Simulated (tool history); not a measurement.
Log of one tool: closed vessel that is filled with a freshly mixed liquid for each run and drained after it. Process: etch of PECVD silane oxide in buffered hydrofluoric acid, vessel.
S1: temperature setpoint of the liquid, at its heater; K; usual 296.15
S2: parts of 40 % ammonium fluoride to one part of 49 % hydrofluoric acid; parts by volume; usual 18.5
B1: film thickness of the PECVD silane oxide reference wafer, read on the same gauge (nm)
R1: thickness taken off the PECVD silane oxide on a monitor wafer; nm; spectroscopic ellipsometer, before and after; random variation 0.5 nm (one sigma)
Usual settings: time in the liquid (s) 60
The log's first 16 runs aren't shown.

Run 17, hour 215.5: usual settings but S1 293.65 K; B1 70. Result: R1 41.67 nm.
Run 18, hour 230.9: usual settings; B1 70.03. Result: R1 47.54 nm.
At hour 232.4: hydrofluoric acid flow meter replaced.
Run 19, hour 240.1: usual settings; B1 70.01. Result: R1 53.54 nm.
Run 20, hour 252.1: usual settings but S2 25 parts by volume, time in the liquid (s) 75; B1 70.01. Result: R1 52.7 nm.
Run 21, hour 260.8: usual settings but S1 293.15 K, S2 15.5 parts by volume, time in the liquid (s) 85; B1 70. Result: R1 76.26 nm.
Run 22, hour 276.4: usual settings but S1 294.15 K; B1 69.97. Result: R1 48.06 nm.
Run 23, hour 296.4: usual settings; B1 70. Result: R1 52.99 nm.
Run 24, hour 304.3: usual settings but S2 15 parts by volume, time in the liquid (s) 85; B1 70. Result: R1 91.29 nm.
Run 25, hour 317.6: usual settings but S1 298.15 K, S2 24.5 parts by volume, time in the liquid (s) 85; B1 70.01. Result: R1 68.64 nm.
At hour 333.6: gauge calibrated.
Run 26, hour 370.9: usual settings; B1 69.98. Result: R1 52.21 nm.
Run 27, hour 386.7: usual settings but S2 13 parts by volume, time in the liquid (s) 30; B1 70. Result: R1 36.75 nm.
Run 28, hour 400.5: usual settings; B1 70.02. Result: R1 52.76 nm.
Run 29, hour 413.6: usual settings but S1 294.65 K, S2 15 parts by volume; B1 70. Result: R1 59.65 nm.
Run 30, hour 440.7: usual settings but S1 292.15 K, S2 23 parts by volume, time in the liquid (s) 40; B1 69.98. Result: R1 23.66 nm.
Run 31, hour 451.1: usual settings but S1 291.65 K, S2 24 parts by volume, time in the liquid (s) 45; B1 70. Result: R1 24.88 nm.
Run 32, hour 465.5: usual settings; B1 70.05. Result: R1 52.89 nm.
Run 33, hour 475.7: usual settings but S2 24.5 parts by volume, time in the liquid (s) 80; B1 70. Result: R1 56.53 nm.
Run 34, hour 490.4: usual settings but S2 24 parts by volume, time in the liquid (s) 70; B1 70.05. Result: R1 50.35 nm.

Forecast each of these 3 alternatives for the next run:
Run A, hour 491.1: usual settings but time in the liquid (s) 40; B1 ?. Result: R1 ?.
Run B, hour 491.1: usual settings but S2 15 parts by volume, time in the liquid (s) 70; B1 ?. Result: R1 ?.
Run C, hour 491.1: usual settings but S2 20.5 parts by volume; B1 ?. Result: R1 ?.

run  B1     R1
  A  70  34.66
  B  70  74.57
  C  70  47.71
Without the tool's hidden state the same runs would have given:
run     R1
  A  35.61
  B  76.61
  C  48.63
